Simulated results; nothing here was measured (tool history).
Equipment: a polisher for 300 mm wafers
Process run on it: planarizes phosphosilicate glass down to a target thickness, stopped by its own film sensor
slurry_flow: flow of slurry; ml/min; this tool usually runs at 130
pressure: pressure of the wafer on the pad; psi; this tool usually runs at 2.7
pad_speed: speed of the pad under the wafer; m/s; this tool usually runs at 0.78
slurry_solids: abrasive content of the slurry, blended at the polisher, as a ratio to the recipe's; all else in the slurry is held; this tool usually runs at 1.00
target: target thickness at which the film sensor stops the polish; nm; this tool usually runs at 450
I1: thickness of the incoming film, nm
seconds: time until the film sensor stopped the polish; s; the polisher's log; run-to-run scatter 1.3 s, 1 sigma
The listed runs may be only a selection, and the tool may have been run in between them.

Run 1, hour 0.0: usual settings but slurry_flow 100 ml/min; I1 1167.9. Result: seconds 121.9 s.
At hour 5.8: slurry blender recalibrated.
Run 2, hour 7.0: usual settings but slurry_flow 100 ml/min; I1 1152.3. Result: seconds 121.1 s.
Run 3, hour 16.8: usual settings; I1 1157.0. Result: seconds 115.9 s.
Run 4, hour 30.0: usual settings; I1 1164.3. Result: seconds 120.8 s.
Run 5, hour 40.7: usual settings but pressure 1.9 psi, target 322 nm; I1 1132.6. Result: seconds 196.9 s.
Run 6, hour 87.2: usual settings; I1 1137.3. Result: seconds 116.5 s.
Run 7, hour 94.0: usual settings but slurry_flow 160 ml/min; I1 1133.7. Result: seconds 115.4 s.
Run 8, hour 106.6: usual settings but slurry_flow 110 ml/min, pad_speed 0.90 m/s; I1 1166.8. Result: seconds 114.3 s.
At hour 113.3: conditioning disc replaced and pad reconditioned.
Run 9, hour 114.0: usual settings but slurry_flow 110 ml/min, pressure 2.0 psi, slurry_solids 0.90, target 315 nm; I1 1138.8. Result: seconds 204.6 s.
Run 10, hour 124.1: usual settings but slurry_flow 165 ml/min, pressure 3.6 psi; I1 1154.4. Result: seconds 88.8 s.
At hour 127.3: head pressure recalibrated.
Run 11, hour 136.1: usual settings but slurry_flow 145 ml/min, pad_speed 0.92 m/s, target 602 nm; I1 1150.9. Result: seconds 85.4 s.
At hour 141.9: worn pad replaced by a new one.
Run 12, hour 148.8: usual settings but pressure 3.2 psi, slurry_solids 0.70, target 610 nm; I1 1155.3. Result: seconds 81.6 s.
Run 13, hour 156.5: usual settings but slurry_flow 115 ml/min; I1 1151.5. Result: seconds 115.9 s.
Run 14, hour 162.7: usual settings but slurry_flow 95 ml/min, pressure 3.5 psi; I1 1152.8. Result: seconds 94.1 s.
Run 15, hour 177.5: usual settings; I1 1152.2. Result: seconds 114.9 s.
Run 16, hour 191.3: usual settings but target 645 nm; I1 1140.0. Result: seconds 83.8 s.
Run 17, hour 198.2: usual settings but slurry_flow 110 ml/min, pad_speed 0.68 m/s, slurry_solids 1.15; I1 1145.5. Result: seconds 123.8 s.
Run 18, hour 212.1: usual settings but pad_speed 0.56 m/s; I1 1162.7. Result: seconds 152.9 s.
Run 19, hour 222.6: usual settings but slurry_flow 105 ml/min, pressure 2.1 psi, slurry_solids 0.75, target 681 nm; I1 1148.4. Result: seconds 116.4 s.
At hour 237.2: slurry blender recalibrated.
Run 20, hour 237.7: usual settings but pressure 1.9 psi, slurry_solids 0.75, target 246 nm; I1 1163.5. Result: seconds 240.5 s.
Run 21, hour 247.7: usual settings but target 308 nm; I1 1162.5. Result: seconds 147.4 s.
Run 22, hour 296.2: usual settings; I1 1151.6. Result: seconds 119.6 s.
Run 23, hour 307.5: usual settings; I1 1171.4. Result: seconds 123.7 s.
At hour 315.3: worn pad replaced by a new one.
Run 24, hour 356.2: usual settings; I1 1169.3. Result: seconds 117.8 s.
Run 25, hour 369.6: usual settings but slurry_flow 165 ml/min, pad_speed 0.88 m/s; I1 1162.4. Result: seconds 104.6 s.

What if the next run were any one of these 5? Each begins from the tool's condition after run 25:
Run A, hour 370.1: usual settings; I1 1150.5. Result: seconds ?.
Run B, hour 370.1: usual settings but slurry_flow 100 ml/min, pressure 2.3 psi; I1 1150.5. Result: seconds ?.
Run C, hour 370.1: usual settings but pressure 2.1 psi; I1 1150.5. Result: seconds ?.
Run D, hour 370.1: usual settings but pad_speed 0.68 m/s, slurry_solids 0.80; I1 1150.5. Result: seconds ?.
Run E, hour 370.1: usual settings but slurry_flow 150 ml/min, pad_speed 0.58 m/s, slurry_solids 0.75, target 620 nm; I1 1150.5. Result: seconds ?.

run  seconds
  A    116.3
  B    141.3
  C    149.5
  D    136.4
  E    114.4
The same runs, with their run-to-run variation unchanged, on a tool lacking any hidden condition would have given:
run  seconds
  A    110.5
  B    134.3
  C    142.0
  D    129.6
  E    108.7
